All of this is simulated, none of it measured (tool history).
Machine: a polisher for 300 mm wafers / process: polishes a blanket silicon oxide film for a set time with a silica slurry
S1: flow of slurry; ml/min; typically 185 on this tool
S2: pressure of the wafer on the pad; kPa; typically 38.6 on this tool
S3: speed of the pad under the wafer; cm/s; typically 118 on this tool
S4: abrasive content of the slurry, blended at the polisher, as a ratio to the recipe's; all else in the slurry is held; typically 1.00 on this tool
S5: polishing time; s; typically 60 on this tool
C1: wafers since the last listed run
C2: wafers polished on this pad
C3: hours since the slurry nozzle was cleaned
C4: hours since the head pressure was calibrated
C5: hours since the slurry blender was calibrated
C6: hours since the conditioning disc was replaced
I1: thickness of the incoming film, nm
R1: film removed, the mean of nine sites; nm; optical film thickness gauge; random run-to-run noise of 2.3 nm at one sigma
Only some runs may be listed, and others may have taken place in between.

run 1 hour=0.0 | S1=185 S2=38.6 S3=118 S4=1.00 S5=60 | C1=0 C2=1488 C3=278.3 C4=770.7 C5=118.1 C6=119.5 | I1=1032.4 | R1=342.1
run 2 hour=40.6 | S1=185 S2=38.6 S3=118 S4=1.00 S5=60 | C1=421 C2=1909 C3=318.9 C4=811.3 C5=158.7 C6=160.1 | I1=1004.3 | R1=338.9
run 3 hour=69.0 | S1=185 S2=49.6 S3=128 S4=1.00 S5=60 | C1=294 C2=2204 C3=347.3 C4=839.7 C5=187.1 C6=188.5 | I1=1034.3 | R1=466.0
-- hour=84.2 head pressure recalibrated
-- hour=124.8 slurry nozzle cleaned
run 4 hour=133.1 | S1=185 S2=49.6 S3=128 S4=1.00 S5=60 | C1=633 C2=2838 C3=8.3 C4=48.9 C5=251.2 C6=252.6 | I1=1029.9 | R1=453.3
run 5 hour=201.1 | S1=185 S2=49.6 S3=128 S4=1.00 S5=60 | C1=705 C2=3543 C3=76.3 C4=116.9 C5=319.2 C6=320.6 | I1=1027.9 | R1=450.5
run 6 hour=254.9 | S1=185 S2=45.5 S3=118 S4=1.10 S5=60 | C1=558 C2=4101 C3=130.1 C4=170.7 C5=373.0 C6=374.4 | I1=1013.6 | R1=413.8
-- hour=267.2 worn pad replaced by a new one
-- hour=273.5 conditioning disc replaced and pad reconditioned
run 7 hour=313.5 | S1=185 S2=45.5 S3=118 S4=1.10 S5=60 | C1=545 C2=459 C3=188.7 C4=229.3 C5=431.6 C6=40.0 | I1=1009.4 | R1=412.6
run 8 hour=342.3 | S1=185 S2=45.5 S3=118 S4=1.10 S5=60 | C1=298 C2=758 C3=217.5 C4=258.1 C5=460.4 C6=68.8 | I1=1017.0 | R1=417.0
-- hour=360.0 slurry blender recalibrated
run 9 hour=410.8 | S1=130 S2=34.5 S3=118 S4=1.15 S5=66 | C1=689 C2=1447 C3=286.0 C4=326.6 C5=50.8 C6=137.3 | I1=1021.2 | R1=338.2
run 10 hour=442.3 | S1=185 S2=38.6 S3=90 S4=1.00 S5=60 | C1=326 C2=1774 C3=317.5 C4=358.1 C5=82.3 C6=168.8 | I1=1008.1 | R1=270.9
run 11 hour=509.2 | S1=185 S2=44.8 S3=104 S4=0.75 S5=60 | C1=693 C2=2468 C3=384.4 C4=425.0 C5=149.2 C6=235.7 | I1=1013.1 | R1=285.1
run 12 hour=538.1 | S1=185 S2=38.6 S3=118 S4=1.00 S5=60 | C1=299 C2=2768 C3=413.3 C4=453.9 C5=178.1 C6=264.6 | I1=1026.3 | R1=335.5
-- hour=564.9 slurry nozzle cleaned
run 13 hour=569.9 | S1=185 S2=49.0 S3=118 S4=1.00 S5=60 | C1=319 C2=3087 C3=5.0 C4=485.7 C5=209.9 C6=296.4 | I1=1028.8 | R1=424.4
run 14 hour=616.8 | S1=235 S2=38.6 S3=118 S4=1.00 S5=67 | C1=486 C2=3574 C3=51.9 C4=532.6 C5=256.8 C6=343.3 | I1=1015.2 | R1=387.5

What will run 15 give?
-- hour=698.4 conditioning disc replaced and pad reconditioned
-- hour=710.6 worn pad replaced by a new one
run 15 hour=748.5 | S1=185 S2=38.6 S3=118 S4=1.00 S5=60 | C1=1303 C2=393 C3=183.6 C4=664.3 C5=388.5 C6=50.1 | I1=1020.4 | R1=?

{"run 15": {"R1": 337.8}}
Take away the tool's hidden state, keep the run-to-run variation as it was, and the same run would have given R1 325.9 nm.
